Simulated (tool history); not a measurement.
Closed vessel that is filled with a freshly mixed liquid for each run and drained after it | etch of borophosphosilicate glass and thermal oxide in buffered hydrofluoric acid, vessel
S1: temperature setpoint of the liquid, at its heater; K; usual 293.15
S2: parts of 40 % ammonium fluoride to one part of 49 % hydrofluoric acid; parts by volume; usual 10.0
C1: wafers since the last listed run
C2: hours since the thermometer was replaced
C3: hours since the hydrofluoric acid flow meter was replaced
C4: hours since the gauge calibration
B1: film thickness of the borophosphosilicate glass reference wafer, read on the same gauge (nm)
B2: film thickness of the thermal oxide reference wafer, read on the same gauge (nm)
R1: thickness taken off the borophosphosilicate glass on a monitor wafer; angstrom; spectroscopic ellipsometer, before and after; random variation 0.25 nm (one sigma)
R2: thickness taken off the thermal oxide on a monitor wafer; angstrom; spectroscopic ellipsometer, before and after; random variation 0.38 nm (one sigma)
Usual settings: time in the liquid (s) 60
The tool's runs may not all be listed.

{"run": 1, "hour": 0.0, "S1": 293.15, "S2": 10.0, "time in the liquid (s)": 60, "C1": 0, "C2": 1034.5, "C3": 2476.5, "C4": 106.6, "B1": 40.0, "B2": 39.99, "R1": 492.7, "R2": 460.6}
{"run": 2, "hour": 12.7, "S1": 293.15, "S2": 10.0, "time in the liquid (s)": 60, "C1": 1415, "C2": 1047.2, "C3": 2489.2, "C4": 119.3, "B1": 39.99, "B2": 39.97, "R1": 489.7, "R2": 456.9}
{"run": 3, "hour": 20.3, "S1": 293.15, "S2": 10.0, "time in the liquid (s)": 60, "C1": 847, "C2": 1054.8, "C3": 2496.8, "C4": 126.9, "B1": 40.01, "B2": 39.99, "R1": 491.2, "R2": 455.8}
{"run": 4, "hour": 34.4, "S1": 295.65, "S2": 10.0, "time in the liquid (s)": 60, "C1": 1571, "C2": 1068.9, "C3": 2510.9, "C4": 141.0, "B1": 40.01, "B2": 40.02, "R1": 562.2, "R2": 519.7}
{"run": 5, "hour": 52.0, "S1": 295.65, "S2": 10.0, "time in the liquid (s)": 60, "C1": 1961, "C2": 1086.5, "C3": 2528.5, "C4": 158.6, "B1": 39.98, "B2": 39.95, "R1": 563.3, "R2": 529.4}
{"hour": 59.7, "done": "gauge calibrated"}
{"run": 6, "hour": 61.1, "S1": 293.15, "S2": 10.0, "time in the liquid (s)": 60, "C1": 1014, "C2": 1095.6, "C3": 2537.6, "C4": 1.4, "B1": 40.0, "B2": 40.01, "R1": 490.7, "R2": 453.3}
{"run": 7, "hour": 69.1, "S1": 293.15, "S2": 10.0, "time in the liquid (s)": 60, "C1": 891, "C2": 1103.6, "C3": 2545.6, "C4": 9.4, "B1": 39.98, "B2": 40.01, "R1": 490.6, "R2": 459.6}
{"hour": 71.5, "done": "hydrofluoric acid flow meter replaced"}
{"run": 8, "hour": 79.6, "S1": 293.15, "S2": 10.0, "time in the liquid (s)": 60, "C1": 1058, "C2": 1114.1, "C3": 8.1, "C4": 19.9, "B1": 40.0, "B2": 40.01, "R1": 488.0, "R2": 451.5}
{"run": 9, "hour": 91.1, "S1": 293.15, "S2": 12.5, "time in the liquid (s)": 80, "C1": 1281, "C2": 1125.6, "C3": 19.6, "C4": 31.4, "B1": 39.99, "B2": 40.05, "R1": 521.1, "R2": 487.7}

Forecast run 10:
{"run": 10, "hour": 101.4, "S1": 293.15, "S2": 12.5, "time in the liquid (s)": 80, "C1": 1148, "C2": 1135.9, "C3": 29.9, "C4": 41.7, "B1": "?", "B2": "?", "R1": "?", "R2": "?"}

{"run 10": {"B1": 40.03, "B2": 39.98, "R1": 524.3, "R2": 487.6}}
Without the tool's hidden state the same run would have given R1 617.5 angstrom, R2 575.6 angstrom.
